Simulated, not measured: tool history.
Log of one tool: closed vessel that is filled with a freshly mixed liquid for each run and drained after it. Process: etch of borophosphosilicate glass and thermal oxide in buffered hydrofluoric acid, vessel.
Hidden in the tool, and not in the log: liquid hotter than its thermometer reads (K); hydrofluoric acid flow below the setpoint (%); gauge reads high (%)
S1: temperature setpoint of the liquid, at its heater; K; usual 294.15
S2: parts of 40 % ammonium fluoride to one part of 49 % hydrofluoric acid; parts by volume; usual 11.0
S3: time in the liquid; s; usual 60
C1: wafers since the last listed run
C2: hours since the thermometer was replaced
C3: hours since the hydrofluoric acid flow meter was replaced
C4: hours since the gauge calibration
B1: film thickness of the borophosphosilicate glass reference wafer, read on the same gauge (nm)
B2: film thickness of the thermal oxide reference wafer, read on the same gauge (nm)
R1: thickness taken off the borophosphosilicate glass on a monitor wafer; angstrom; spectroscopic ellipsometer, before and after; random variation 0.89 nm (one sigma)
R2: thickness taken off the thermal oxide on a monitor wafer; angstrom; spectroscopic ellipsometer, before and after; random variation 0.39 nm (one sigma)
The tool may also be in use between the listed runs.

run     day      S1    S2  S3    C1     C2      C3      C4     B1     B2      R1      R2
  1   0.000  294.15  11.0  50     0  302.3  1452.3   775.9  40.00  80.02   898.2   409.5
  2   2.042  294.15  11.0  50  3692  351.3  1501.3   824.9  40.02  80.00   898.4   413.3
  3   4.712  294.15  14.0  45  4830  415.4  1565.4   889.0  39.99  80.00   640.1   295.0
  4   5.900  295.15  11.0  60  2147  443.9  1593.9   917.5  40.01  80.01  1149.8   525.6
  5   7.658  295.15  11.0  60  3179  486.1  1636.1   959.7  40.01  79.98  1145.0   524.6
  6   8.762  295.15  11.0  60  1996  512.6  1662.6   986.2  39.98  80.00  1150.0   524.7
  7  10.500  294.15   8.5  60  3142  554.3  1704.3  1027.9  39.98  80.00  1360.9   629.7
  8  12.638  294.15   8.5  60  3865  605.6  1755.6  1079.2  39.99  80.01  1397.7   629.9
  9  14.692  294.15  11.0  60  3714  654.9  1804.9  1128.5  40.00  80.01  1096.4   497.1
 10  15.804  294.15   9.0  60  2011  681.6  1831.6  1155.2  39.99  80.01  1264.6   596.6
     16.846  -- thermometer replaced
 11  17.558  294.15  11.0  60  3096   17.1  1873.7  1197.3  40.01  80.02  1057.1   480.8
 12  18.583  291.65   7.0  95  1853   41.7  1898.3  1221.9  40.01  79.98  2232.7  1031.2
 13  19.675  297.15  11.0  45  1974   67.9  1924.5  1248.1  40.00  79.98   926.2   433.7

The next listed run, before its measurement:
     20.512  -- gauge calibrated
 14  21.846  298.15  11.0  60  3925  120.0  1976.6  32.0   ?   ?   ?   ?

Run 14 gave B1 39.98, B2 79.99, R1 1326.4 angstrom, R2 608.0 angstrom.
Without the tool's hidden state the same run would have given R1 1310.8 angstrom, R2 600.8 angstrom.

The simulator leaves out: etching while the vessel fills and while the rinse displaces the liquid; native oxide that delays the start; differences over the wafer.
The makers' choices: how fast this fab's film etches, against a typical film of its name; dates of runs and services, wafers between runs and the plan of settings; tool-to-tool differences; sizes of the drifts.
